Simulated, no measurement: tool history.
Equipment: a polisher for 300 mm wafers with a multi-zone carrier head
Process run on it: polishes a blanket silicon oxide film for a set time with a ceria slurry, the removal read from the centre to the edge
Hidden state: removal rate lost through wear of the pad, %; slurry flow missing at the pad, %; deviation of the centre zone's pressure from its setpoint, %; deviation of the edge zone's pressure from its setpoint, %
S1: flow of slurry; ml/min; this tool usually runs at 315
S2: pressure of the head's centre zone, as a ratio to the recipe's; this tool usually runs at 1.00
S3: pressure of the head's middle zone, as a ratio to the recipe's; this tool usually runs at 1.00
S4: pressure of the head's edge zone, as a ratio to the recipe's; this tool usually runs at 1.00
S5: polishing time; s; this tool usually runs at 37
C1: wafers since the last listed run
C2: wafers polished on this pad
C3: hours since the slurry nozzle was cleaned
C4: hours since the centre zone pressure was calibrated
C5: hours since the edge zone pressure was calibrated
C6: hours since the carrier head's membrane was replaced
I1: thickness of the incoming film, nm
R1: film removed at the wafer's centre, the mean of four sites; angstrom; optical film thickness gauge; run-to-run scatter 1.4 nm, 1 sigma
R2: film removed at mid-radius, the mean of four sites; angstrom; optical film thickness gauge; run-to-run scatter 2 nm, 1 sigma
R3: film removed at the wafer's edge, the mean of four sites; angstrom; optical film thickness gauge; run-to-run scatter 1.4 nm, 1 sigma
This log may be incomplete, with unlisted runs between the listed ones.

run	hour	S1	S2	S3	S4	S5	C1	C2	C3	C4	C5	C6	I1	R1	R2	R3
1	0.0	315	1.00	1.00	0.96	37	0	3502	61.1	38.8	90.3	312.4	945.4	2296	2346	2317
# hour 28.3: worn pad replaced by a new one
2	253.1	315	1.00	1.00	1.00	37	2297	2073	314.2	291.9	343.4	565.5	931.4	2294	2302	2357
3	337.8	315	1.00	1.00	1.00	46	781	2855	398.9	376.6	428.1	650.2	929.5	2866	2941	2934
4	417.3	315	1.00	1.00	1.00	46	733	3588	478.4	456.1	507.6	729.7	940.0	2811	2901	2896
# hour 449.5: worn pad replaced by a new one
5	511.2	315	1.00	1.00	1.00	46	829	569	572.3	550.0	601.5	823.6	925.7	2840	2855	2908
# hour 522.5: centre zone pressure recalibrated
6	614.5	315	1.00	0.91	1.00	40	934	1503	675.6	92.0	704.8	926.9	943.4	2426	2354	2481
# hour 644.7: slurry nozzle cleaned
7	694.3	315	1.00	0.91	1.00	40	726	2230	49.6	171.8	784.6	1006.7	930.7	2391	2309	2480
8	786.2	315	1.00	0.91	1.00	40	847	3078	141.5	263.7	876.5	1098.6	944.2	2397	2257	2438
9	829.5	315	1.00	1.00	1.00	37	399	3477	184.8	307.0	919.8	1141.9	938.8	2177	2276	2270
10	917.3	315	1.00	1.00	1.00	37	809	4287	272.6	394.8	1007.6	1229.7	922.9	2188	2280	2271
# hour 920.2: edge zone pressure recalibrated
# hour 931.1: worn pad replaced by a new one
11	969.9	245	1.10	1.04	0.94	37	429	357	325.2	447.4	49.7	1282.3	932.4	2317	2259	2152
# hour 1031.1: carrier head's membrane replaced by a new one
12	1062.1	315	1.00	1.00	1.00	26	804	1162	417.4	539.6	141.9	31.0	924.6	1524	1537	1587
# hour 1153.8: slurry nozzle cleaned, repeated, since the last time left the tool worse
13	1159.1	215	1.00	1.00	1.00	37	885	2047	5.3	636.6	238.9	128.0	930.8	2229	2266	2276
# hour 1170.8: centre zone pressure recalibrated
14	1213.9	315	1.00	1.00	1.00	37	487	2535	60.1	43.1	293.7	182.8	926.5	2332	2345	2353
# hour 1311.4: worn pad replaced by a new one
15	1311.9	230	1.00	0.89	1.04	26	867	4	158.1	141.1	391.7	280.8	918.9	1571	1464	1628
16	1382.9	315	1.00	0.91	1.03	37	654	659	229.1	212.1	462.7	351.8	924.1	2300	2195	2358
17	1434.3	315	1.00	1.03	1.00	50	474	1133	280.5	263.5	514.1	403.2	921.7	3104	3314	3155
18	1523.6	315	1.00	1.00	1.00	37	823	1957	369.8	352.8	603.4	492.5	931.9	2297	2373	2316
# hour 1713.6: worn pad replaced by a new one
19	1727.0	420	1.00	0.92	1.00	37	1839	123	573.2	556.2	806.8	695.9	937.5	2350	2220	2360
20	1791.5	315	1.00	1.00	1.00	37	595	718	637.7	620.7	871.3	760.4	913.8	2285	2284	2322
# hour 1841.5: centre zone pressure recalibrated
21	1891.0	315	1.10	0.95	1.05	44	899	1618	737.2	49.5	970.8	859.9	934.8	2934	2659	2808
# hour 1904.7: slurry nozzle cleaned
22	1927.2	315	1.00	1.00	1.00	25	324	1943	22.5	85.7	1007.0	896.1	932.8	1550	1598	1578
# hour 1989.6: edge zone pressure recalibrated
23	2034.1	315	1.00	1.00	1.00	37	967	2910	129.4	192.6	44.5	1003.0	927.5	2303	2378	2335

Forecast each of these 3 alternatives for the next run:
A	2034.5	315	1.00	1.00	1.00	37	3	2914	129.8	193.0	44.9	1003.4	940.4	?	?	?
B	2034.5	405	1.00	0.96	0.96	30	3	2914	129.8	193.0	44.9	1003.4	940.4	?	?	?
C	2034.5	315	1.06	0.97	1.00	37	3	2914	129.8	193.0	44.9	1003.4	940.4	?	?	?

run	R1	R2	R3
A	2303	2354	2311
B	1903	1877	1871
C	2427	2294	2312
Without the tool's hidden state the same runs would have given:
run	R1	R2	R3
A	2310	2361	2316
B	1908	1881	1874
C	2435	2301	2317

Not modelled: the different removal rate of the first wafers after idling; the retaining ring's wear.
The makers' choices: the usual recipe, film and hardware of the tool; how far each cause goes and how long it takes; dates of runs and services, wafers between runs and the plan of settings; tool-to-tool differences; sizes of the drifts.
